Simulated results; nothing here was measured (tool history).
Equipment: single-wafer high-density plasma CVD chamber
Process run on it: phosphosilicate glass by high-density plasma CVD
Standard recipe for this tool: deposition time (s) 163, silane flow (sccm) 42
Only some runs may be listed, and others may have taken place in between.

run,hour,deposition time (s),silane flow (sccm),"read-back reference wafer on the same gauge, thickness_nm",mean film thickness on the monitor wafer (Å)
1,0.0,163,42,679.773,6362.39
2,88.0,163,42,680.044,6381.76
3,128.8,163,42,679.702,6357.66
4,193.4,138,42,680.119,5399.20
5,293.6,163,42,679.939,6365.24
6,363.3,163,42,680.032,6335.84
7,414.7,163,42,679.938,6303.42
8,494.9,163,42,680.183,6315.20
# hour 550.4: silane flow controller replaced
9,592.0,163,42,679.789,6501.75
10,692.1,163,42,679.924,6519.99
11,768.2,163,42,680.405,6484.09
# hour 795.6: gauge calibrated
12,871.8,163,42,679.641,6471.13
13,967.8,195,50,679.894,9123.64
14,1031.2,185,45,680.548,7848.08
15,1134.2,179,37,679.827,6369.11
16,1207.6,151,46,680.177,6535.74
17,1279.7,150,42,680.180,5982.82
18,1355.1,163,42,679.935,6476.60
19,1420.4,182,47,680.048,8013.17
20,1459.7,147,50,679.554,6837.33
21,1550.6,163,42,680.157,6486.25
22,1623.3,163,42,679.771,6476.84

Branching from run 22: 5 alternative next runs. What would each branch give?
A,1623.7,163,42,?,?
B,1623.7,143,38,?,?
C,1623.7,133,34,?,?
D,1623.7,163,35,?,?
E,1623.7,147,42,?,?

run,"read-back reference wafer on the same gauge, thickness_nm",mean film thickness on the monitor wafer (Å)
A,679.763,6498.78
B,679.763,5216.12
C,679.763,4400.02
D,679.763,5530.79
E,679.763,5860.87
Without the tool's unlogged condition, the same runs would have read:
run,mean film thickness on the monitor wafer (Å)
A,6548.80
B,5256.27
C,4433.89
D,5573.37
E,5905.98
